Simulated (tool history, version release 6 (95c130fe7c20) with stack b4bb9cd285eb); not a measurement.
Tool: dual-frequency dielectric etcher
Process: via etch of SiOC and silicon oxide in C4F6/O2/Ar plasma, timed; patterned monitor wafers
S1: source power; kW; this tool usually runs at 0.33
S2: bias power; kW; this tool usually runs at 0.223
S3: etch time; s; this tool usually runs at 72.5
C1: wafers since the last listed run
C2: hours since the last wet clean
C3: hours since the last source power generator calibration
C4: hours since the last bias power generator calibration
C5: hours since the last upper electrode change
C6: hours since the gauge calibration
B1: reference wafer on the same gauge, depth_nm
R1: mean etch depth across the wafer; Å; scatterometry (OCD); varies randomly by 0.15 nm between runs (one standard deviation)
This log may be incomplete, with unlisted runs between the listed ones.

run,day,S1,S2,S3,C1,C2,C3,C4,C5,C6,B1,R1
1,0,0.33,0.223,72.5,0,101.7,4185.1,2468.9,3315.8,249,99.4,915
2,1.85,0.33,0.223,72.5,406,146.1,4229.5,2513.3,3360.2,293.4,99.4,914
3,5.733,0.33,0.223,72.5,853,239.3,4322.7,2606.5,3453.4,386.6,99.4,910
4,7.375,0.39,0.223,72.5,360,278.7,4362.1,2645.9,3492.8,426,99.4,972
5,11.733,0.39,0.223,72.5,958,383.3,4466.7,2750.5,3597.4,530.6,99.4,970
6,14.125,0.33,0.223,72.5,525,440.7,4524.1,2807.9,3654.8,588,99.4,903
# day 15.338: wet clean of the chamber
7,17.658,0.35,0.223,72.5,556,55.7,4608.9,2892.7,3739.6,672.8,99.4,938
8,22.142,0.35,0.223,72.5,985,163.3,4716.5,3000.3,3847.2,780.4,99.4,935
9,23.833,0.33,0.252,78.5,371,203.9,4757.1,3040.9,3887.8,821,99.4,1023
10,26.979,0.33,0.252,78.5,691,279.4,4832.6,3116.4,3963.3,896.5,99.4,1018
# day 27.317: source power generator calibrated
# day 28.517: upper electrode replaced
11,31.471,0.3,0.223,72.5,731,387.2,99.7,3224.2,70.9,1004.3,99.4,867
12,34.658,0.3,0.223,72.5,700,463.7,176.2,3300.7,147.4,1080.8,99.4,865
13,36.362,0.27,0.244,72.5,374,504.6,217.1,3341.6,188.3,1121.7,99.4,846
# day 36.725: gauge calibrated
# day 39.004: bias power generator calibrated
# day 39.704: wet clean of the chamber
14,40.258,0.33,0.223,72.5,666,13.3,310.6,30.1,281.8,84.8,99.4,930
15,43.246,0.33,0.223,54,656,85,382.3,101.8,353.5,156.5,99.4,691
16,45.892,0.33,0.223,72.5,581,148.5,445.8,165.3,417,220,99.4,925
17,48.717,0.38,0.188,80.5,621,216.3,513.6,233.1,484.8,287.8,99.4,1039
18,51.317,0.33,0.188,88,571,278.7,576,295.5,547.2,350.2,99.4,1067
19,55.383,0.33,0.171,81,894,376.3,673.6,393.1,644.8,447.8,99.4,956
20,59.321,0.33,0.223,72.5,865,470.8,768.1,487.6,739.3,542.3,99.3,914
21,60.946,0.33,0.223,51,357,509.8,807.1,526.6,778.3,581.3,99.4,644
22,63.712,0.29,0.207,63,608,576.2,873.5,593,844.7,647.7,99.4,735
# day 65.575: wet clean of the chamber
23,65.596,0.3,0.239,57,194,0.5,918.7,638.2,889.9,692.9,99.4,712
24,68.729,0.33,0.223,83.5,688,75.7,993.9,713.4,965.1,768.1,99.4,1063
25,71.742,0.37,0.172,52,662,148,1066.2,785.7,1037.4,840.4,99.3,645

What if the next run were any one of these 5? Each begins from the tool's condition after run 25:
A,71.758,0.33,0.223,72.5,3,148.4,1066.6,786.1,1037.8,840.8,?,?
B,71.758,0.36,0.223,53,3,148.4,1066.6,786.1,1037.8,840.8,?,?
C,71.758,0.33,0.223,88,3,148.4,1066.6,786.1,1037.8,840.8,?,?
D,71.758,0.33,0.168,72.5,3,148.4,1066.6,786.1,1037.8,840.8,?,?
E,71.758,0.4,0.223,57,3,148.4,1066.6,786.1,1037.8,840.8,?,?

run,B1,R1
A,99.4,921
B,99.4,698
C,99.4,1118
D,99.4,855
E,99.4,784
Without the tool's hidden state the same runs would have given:
run,R1
A,928
B,703
C,1127
D,861
E,790

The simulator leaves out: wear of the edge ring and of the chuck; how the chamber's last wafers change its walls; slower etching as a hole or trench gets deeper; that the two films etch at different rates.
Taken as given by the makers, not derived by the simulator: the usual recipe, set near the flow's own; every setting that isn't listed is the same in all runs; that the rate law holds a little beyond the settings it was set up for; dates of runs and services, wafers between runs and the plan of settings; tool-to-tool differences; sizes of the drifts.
